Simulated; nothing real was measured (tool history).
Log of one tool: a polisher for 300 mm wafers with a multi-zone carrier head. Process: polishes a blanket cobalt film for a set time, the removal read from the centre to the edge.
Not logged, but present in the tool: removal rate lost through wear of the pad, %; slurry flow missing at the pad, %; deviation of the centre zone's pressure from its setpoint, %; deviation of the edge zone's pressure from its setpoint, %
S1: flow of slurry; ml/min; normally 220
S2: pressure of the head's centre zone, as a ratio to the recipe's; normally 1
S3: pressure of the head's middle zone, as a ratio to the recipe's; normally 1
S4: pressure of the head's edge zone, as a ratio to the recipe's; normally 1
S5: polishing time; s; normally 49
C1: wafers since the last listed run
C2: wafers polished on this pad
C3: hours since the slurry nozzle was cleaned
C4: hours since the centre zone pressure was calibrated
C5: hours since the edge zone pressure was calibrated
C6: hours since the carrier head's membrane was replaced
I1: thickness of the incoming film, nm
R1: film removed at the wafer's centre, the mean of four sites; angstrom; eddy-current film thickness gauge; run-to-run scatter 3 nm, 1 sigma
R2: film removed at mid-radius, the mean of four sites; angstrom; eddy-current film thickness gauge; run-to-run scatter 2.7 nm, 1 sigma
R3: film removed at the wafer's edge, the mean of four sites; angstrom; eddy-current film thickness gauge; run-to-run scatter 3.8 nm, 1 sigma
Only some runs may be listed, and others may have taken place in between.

run,hour,S1,S2,S3,S4,S5,C1,C2,C3,C4,C5,C6,I1,R1,R2,R3
1,0,220,1,1,1,43,0,337,95.9,1434.5,371.1,1114.8,1413.4,2351,2380,2412
2,10.4,220,1,1,1,41,56,394,106.3,1444.9,381.5,1125.2,1412.7,2247,2260,2275
3,24.2,220,1,1,1,41,75,470,120.1,1458.7,395.3,1139,1383.1,2288,2217,2315
4,39.5,220,1,0.96,1,38,83,553,135.4,1474,410.6,1154.3,1421,2036,2027,2106
# hour 55.3: worn pad replaced by a new one
# hour 55.6: carrier head's membrane replaced by a new one
5,69.7,220,1,1,1,49,141,77,165.6,1504.2,440.8,14.1,1418,2688,2716,2759
6,86,220,1,1,1,49,89,166,181.9,1520.5,457.1,30.4,1382.1,2656,2688,2690
7,102.6,220,1,1,1,49,90,257,198.5,1537.1,473.7,47,1404.2,2667,2705,2814
8,113.6,245,1,1.08,1,49,60,317,209.5,1548.1,484.7,58,1402.1,2686,2904,2699
# hour 116.6: centre zone pressure recalibrated
9,130.9,220,1,1.06,1,49,83,400,226.8,14.3,502,75.3,1428.5,2691,2834,2718
10,144.6,285,0.9,1,1,49,74,475,240.5,28,515.7,89,1416.4,2503,2859,2741
11,158.2,220,1,1,1,49,74,550,254.1,41.6,529.3,102.6,1381.9,2728,2759,2750
12,175.7,220,1,0.94,1,40,95,646,271.6,59.1,546.8,120.1,1422.9,2143,2105,2174
# hour 180.4: worn pad replaced by a new one
# hour 189.5: edge zone pressure recalibrated
13,192.9,220,0.89,1,1,49,61,57,288.8,76.3,3.4,137.3,1402.7,2385,2712,2818
14,199.1,220,1,1,1,49,33,91,295,82.5,9.6,143.5,1393,2725,2749,2769

Expected results for the next run?
15,211.4,220,1,1,1,59,67,158,307.3,94.8,21.9,155.8,1414.1,?,?,?

{"run 15": {"R1": 3272, "R2": 3219, "R3": 3214}}
Take away the tool's hidden state, keep the run-to-run variation as it was, and the same run would have given R1 3272 angstrom, R2 3219 angstrom, R3 3214 angstrom.
